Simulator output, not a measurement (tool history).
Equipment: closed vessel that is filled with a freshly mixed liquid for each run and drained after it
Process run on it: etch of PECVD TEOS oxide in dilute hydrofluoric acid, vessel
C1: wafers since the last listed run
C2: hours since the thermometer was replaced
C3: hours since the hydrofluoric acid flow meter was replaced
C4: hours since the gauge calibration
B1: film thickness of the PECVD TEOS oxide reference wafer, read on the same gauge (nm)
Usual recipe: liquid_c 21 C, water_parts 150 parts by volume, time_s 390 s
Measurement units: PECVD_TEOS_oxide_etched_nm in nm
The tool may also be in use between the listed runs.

run 1 day=0 | liquid_c=21 water_parts=150 time_s=390 | C1=0 C2=1217.2 C3=263.4 C4=1145.7 | B1=70.01 | PECVD_TEOS_oxide_etched_nm=49.98
run 2 day=4.492 | liquid_c=21 water_parts=150 time_s=390 | C1=8654 C2=1325 C3=371.2 C4=1253.5 | B1=70 | PECVD_TEOS_oxide_etched_nm=50.04
-- day=6.754 thermometer replaced
run 3 day=8.371 | liquid_c=21 water_parts=150 time_s=390 | C1=7394 C2=38.8 C3=464.3 C4=1346.6 | B1=70.01 | PECVD_TEOS_oxide_etched_nm=49.86
run 4 day=12.025 | liquid_c=21 water_parts=190 time_s=320 | C1=7040 C2=126.5 C3=552 C4=1434.3 | B1=70 | PECVD_TEOS_oxide_etched_nm=31.28
run 5 day=16.175 | liquid_c=21 water_parts=190 time_s=320 | C1=7996 C2=226.1 C3=651.6 C4=1533.9 | B1=70.02 | PECVD_TEOS_oxide_etched_nm=31.1
-- day=18.35 hydrofluoric acid flow meter replaced
run 6 day=19.425 | liquid_c=21 water_parts=190 time_s=320 | C1=6181 C2=304.1 C3=25.8 C4=1611.9 | B1=69.99 | PECVD_TEOS_oxide_etched_nm=30.88
run 7 day=22.288 | liquid_c=21 water_parts=150 time_s=240 | C1=5515 C2=372.8 C3=94.5 C4=1680.6 | B1=69.98 | PECVD_TEOS_oxide_etched_nm=31.17
run 8 day=25.758 | liquid_c=21 water_parts=150 time_s=240 | C1=6687 C2=456.1 C3=177.8 C4=1763.9 | B1=69.99 | PECVD_TEOS_oxide_etched_nm=30.91
run 9 day=29.679 | liquid_c=21 water_parts=150 time_s=240 | C1=7554 C2=550.2 C3=271.9 C4=1858 | B1=70.03 | PECVD_TEOS_oxide_etched_nm=30.82
run 10 day=34.058 | liquid_c=23 water_parts=150 time_s=565 | C1=8437 C2=655.3 C3=377 C4=1963.1 | B1=69.96 | PECVD_TEOS_oxide_etched_nm=79.46
run 11 day=35.708 | liquid_c=21 water_parts=150 time_s=390 | C1=3179 C2=694.9 C3=416.6 C4=2002.7 | B1=70.02 | PECVD_TEOS_oxide_etched_nm=49.63
-- day=45.096 hydrofluoric acid flow meter replaced
run 12 day=47.517 | liquid_c=21 water_parts=150 time_s=490 | C1=22671 C2=978.3 C3=58.1 C4=2286.1 | B1=69.96 | PECVD_TEOS_oxide_etched_nm=63.16
run 13 day=50.512 | liquid_c=21 water_parts=150 time_s=490 | C1=5772 C2=1050.2 C3=130 C4=2358 | B1=69.99 | PECVD_TEOS_oxide_etched_nm=63.1
run 14 day=53.562 | liquid_c=21 water_parts=150 time_s=490 | C1=5876 C2=1123.4 C3=203.2 C4=2431.2 | B1=70.01 | PECVD_TEOS_oxide_etched_nm=62.82
run 15 day=56.358 | liquid_c=17 water_parts=170 time_s=185 | C1=5386 C2=1190.5 C3=270.3 C4=2498.3 | B1=69.99 | PECVD_TEOS_oxide_etched_nm=17.33
run 16 day=60.638 | liquid_c=21 water_parts=150 time_s=460 | C1=8245 C2=1293.2 C3=373 C4=2601 | B1=69.96 | PECVD_TEOS_oxide_etched_nm=58.89
-- day=60.729 thermometer replaced
run 17 day=64.075 | liquid_c=25 water_parts=185 time_s=390 | C1=6543 C2=80.3 C3=455.5 C4=2683.5 | B1=69.97 | PECVD_TEOS_oxide_etched_nm=45.43
-- day=66.225 gauge calibrated
run 18 day=67.058 | liquid_c=21 water_parts=150 time_s=390 | C1=5748 C2=151.9 C3=527.1 C4=20 | B1=69.99 | PECVD_TEOS_oxide_etched_nm=50.19
run 19 day=69.133 | liquid_c=21 water_parts=150 time_s=240 | C1=3998 C2=201.7 C3=576.9 C4=69.8 | B1=69.97 | PECVD_TEOS_oxide_etched_nm=30.79
run 20 day=71.2 | liquid_c=21 water_parts=150 time_s=235 | C1=3982 C2=251.3 C3=626.5 C4=119.4 | B1=70.02 | PECVD_TEOS_oxide_etched_nm=30.28
-- day=72.079 hydrofluoric acid flow meter replaced
run 21 day=74.883 | liquid_c=17.5 water_parts=150 time_s=205 | C1=7016 C2=339.7 C3=67.3 C4=207.8 | B1=70.03 | PECVD_TEOS_oxide_etched_nm=23.1
run 22 day=79.175 | liquid_c=21 water_parts=150 time_s=390 | C1=8269 C2=442.7 C3=170.3 C4=310.8 | B1=70.01 | PECVD_TEOS_oxide_etched_nm=49.67
run 23 day=82.867 | liquid_c=17 water_parts=100 time_s=565 | C1=7113 C2=531.3 C3=258.9 C4=399.4 | B1=70.01 | PECVD_TEOS_oxide_etched_nm=97.17
run 24 day=87.154 | liquid_c=21 water_parts=150 time_s=390 | C1=8261 C2=634.2 C3=361.8 C4=502.3 | B1=70.03 | PECVD_TEOS_oxide_etched_nm=49.67
run 25 day=89.617 | liquid_c=21 water_parts=150 time_s=540 | C1=4744 C2=693.3 C3=420.9 C4=561.4 | B1=70 | PECVD_TEOS_oxide_etched_nm=69.23
run 26 day=91.821 | liquid_c=22.5 water_parts=95 time_s=390 | C1=4246 C2=746.2 C3=473.8 C4=614.3 | B1=70 | PECVD_TEOS_oxide_etched_nm=89.28
run 27 day=95.925 | liquid_c=17.5 water_parts=195 time_s=545 | C1=7907 C2=844.7 C3=572.3 C4=712.8 | B1=70.02 | PECVD_TEOS_oxide_etched_nm=45.02
-- day=98.421 hydrofluoric acid flow meter replaced
run 28 day=99.467 | liquid_c=17 water_parts=100 time_s=565 | C1=6743 C2=929.7 C3=25.1 C4=797.8 | B1=69.97 | PECVD_TEOS_oxide_etched_nm=96.96

Forecast each of these 3 alternatives for the next run:
run A day=99.5 | liquid_c=21 water_parts=150 time_s=260 | C1=64 C2=930.5 C3=25.9 C4=798.6 | B1=? | PECVD_TEOS_oxide_etched_nm=?
run B day=99.5 | liquid_c=23.5 water_parts=200 time_s=210 | C1=64 C2=930.5 C3=25.9 C4=798.6 | B1=? | PECVD_TEOS_oxide_etched_nm=?
run C day=99.5 | liquid_c=23 water_parts=150 time_s=390 | C1=64 C2=930.5 C3=25.9 C4=798.6 | B1=? | PECVD_TEOS_oxide_etched_nm=?

run=A B1=69.99 PECVD_TEOS_oxide_etched_nm=33.36
run=B B1=69.99 PECVD_TEOS_oxide_etched_nm=21.09
run=C B1=69.99 PECVD_TEOS_oxide_etched_nm=54.1
What these runs would have given with no unlogged condition in the tool:
run=A PECVD_TEOS_oxide_etched_nm=33.36
run=B PECVD_TEOS_oxide_etched_nm=21.09
run=C PECVD_TEOS_oxide_etched_nm=54.1

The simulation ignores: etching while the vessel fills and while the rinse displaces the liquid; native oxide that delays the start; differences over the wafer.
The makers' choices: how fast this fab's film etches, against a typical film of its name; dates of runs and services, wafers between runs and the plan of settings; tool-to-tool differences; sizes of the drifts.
